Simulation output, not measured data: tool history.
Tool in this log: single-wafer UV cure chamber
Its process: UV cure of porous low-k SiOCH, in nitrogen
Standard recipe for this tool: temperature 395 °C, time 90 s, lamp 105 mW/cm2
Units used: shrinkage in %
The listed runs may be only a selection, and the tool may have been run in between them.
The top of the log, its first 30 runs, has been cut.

run,day,temperature,time,lamp,wafers since the last listed run,hours since the UV bulbs were replaced,wafers since the quartz window was cleaned,shrinkage
31,32.588,385,65,136,132,342.2,2410,7.444
32,33.308,412,90,105,97,359.5,2508,8.186
33,34.579,382,130,105,171,390.0,2679,9.231
34,35.875,402,90,119,174,421.1,2854,8.589
35,37.054,414,90,119,159,449.4,3013,8.681
36,37.642,403,90,120,79,463.5,3092,8.593
37,39.092,395,90,105,195,498.3,3288,7.891
38,39.938,382,45,105,114,518.6,3402,4.916
# day 40.454: quartz window cleaned
39,41.046,395,90,74,104,545.2,79,6.401
40,42.533,412,90,69,200,580.9,280,6.363
41,43.483,381,90,86,128,603.7,408,6.816
42,44.458,395,90,105,131,627.1,540,8.054

Here are 4 independent what-if runs from the current tool condition. What would each one return?
A,44.479,395,90,105,2,627.6,542,?
B,44.479,386,120,75,2,627.6,542,?
C,44.479,402,40,81,2,627.6,542,?
D,44.479,387,105,77,2,627.6,542,?

run,shrinkage
A,7.947
B,7.586
C,4.000
D,7.152
The same runs, with their run-to-run variation unchanged, on a tool lacking any hidden condition would have given:
run,shrinkage
A,7.947
B,7.586
C,4.000
D,7.152
